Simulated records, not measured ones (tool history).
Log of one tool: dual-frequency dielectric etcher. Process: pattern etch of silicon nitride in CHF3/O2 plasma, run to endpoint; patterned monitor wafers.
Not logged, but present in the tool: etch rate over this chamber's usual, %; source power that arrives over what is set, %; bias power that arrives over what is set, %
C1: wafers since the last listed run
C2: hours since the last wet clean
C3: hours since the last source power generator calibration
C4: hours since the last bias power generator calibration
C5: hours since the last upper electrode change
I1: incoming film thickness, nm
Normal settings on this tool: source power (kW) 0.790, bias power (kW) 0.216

{"run": 1, "hour": 0.0, "source power (kW)": 0.79, "bias power (kW)": 0.216, "C1": 0, "C2": 526.0, "C3": 3264.8, "C4": 3949.3, "C5": 2196.4, "I1": 85.1, "endpoint time (s)": 48.3}
{"run": 2, "hour": 41.4, "source power (kW)": 0.79, "bias power (kW)": 0.216, "C1": 619, "C2": 567.4, "C3": 3306.2, "C4": 3990.7, "C5": 2237.8, "I1": 85.2, "endpoint time (s)": 48.2}
{"run": 3, "hour": 51.8, "source power (kW)": 0.79, "bias power (kW)": 0.216, "C1": 155, "C2": 577.8, "C3": 3316.6, "C4": 4001.1, "C5": 2248.2, "I1": 85.1, "endpoint time (s)": 47.9}
{"run": 4, "hour": 66.7, "source power (kW)": 0.79, "bias power (kW)": 0.216, "C1": 222, "C2": 592.7, "C3": 3331.5, "C4": 4016.0, "C5": 2263.1, "I1": 85.1, "endpoint time (s)": 47.8}
{"run": 5, "hour": 81.5, "source power (kW)": 0.71, "bias power (kW)": 0.191, "C1": 221, "C2": 607.5, "C3": 3346.3, "C4": 4030.8, "C5": 2277.9, "I1": 85.0, "endpoint time (s)": 52.9}
{"run": 6, "hour": 94.9, "source power (kW)": 0.71, "bias power (kW)": 0.191, "C1": 200, "C2": 620.9, "C3": 3359.7, "C4": 4044.2, "C5": 2291.3, "I1": 85.3, "endpoint time (s)": 53.3}
{"hour": 99.6, "done": "bias power generator calibrated"}
{"hour": 111.7, "done": "source power generator calibrated"}
{"hour": 121.1, "done": "upper electrode replaced, of another model than before"}
{"run": 7, "hour": 121.6, "source power (kW)": 0.71, "bias power (kW)": 0.191, "C1": 139, "C2": 647.6, "C3": 9.9, "C4": 22.0, "C5": 0.5, "I1": 85.8, "endpoint time (s)": 53.5}
{"run": 8, "hour": 121.9, "source power (kW)": 0.79, "bias power (kW)": 0.216, "C1": 4, "C2": 647.9, "C3": 10.2, "C4": 22.3, "C5": 0.8, "I1": 84.4, "endpoint time (s)": 47.7}
{"run": 9, "hour": 123.3, "source power (kW)": 0.69, "bias power (kW)": 0.193, "C1": 20, "C2": 649.3, "C3": 11.6, "C4": 23.7, "C5": 2.2, "I1": 84.7, "endpoint time (s)": 53.0}
{"hour": 148.0, "done": "wet clean of the chamber"}
{"run": 10, "hour": 148.5, "source power (kW)": 0.79, "bias power (kW)": 0.216, "C1": 17, "C2": 0.5, "C3": 36.8, "C4": 48.9, "C5": 27.4, "I1": 84.9, "endpoint time (s)": 50.2}
{"run": 11, "hour": 148.8, "source power (kW)": 0.97, "bias power (kW)": 0.195, "C1": 4, "C2": 0.8, "C3": 37.1, "C4": 49.2, "C5": 27.7, "I1": 85.4, "endpoint time (s)": 50.1}
{"run": 12, "hour": 160.3, "source power (kW)": 0.79, "bias power (kW)": 0.216, "C1": 172, "C2": 12.3, "C3": 48.6, "C4": 60.7, "C5": 39.2, "I1": 85.2, "endpoint time (s)": 50.1}

Estimate the outcome of run 13 from the log above:
{"run": 13, "hour": 173.9, "source power (kW)": 0.79, "bias power (kW)": 0.216, "C1": 203, "C2": 25.9, "C3": 62.2, "C4": 74.3, "C5": 52.8, "I1": 84.7, "endpoint time (s)": "?"}

Run 13 produced endpoint time (s) 49.9.
With the hidden condition absent and the run-to-run variation left alone, this run would have shown endpoint time (s) 50.0.
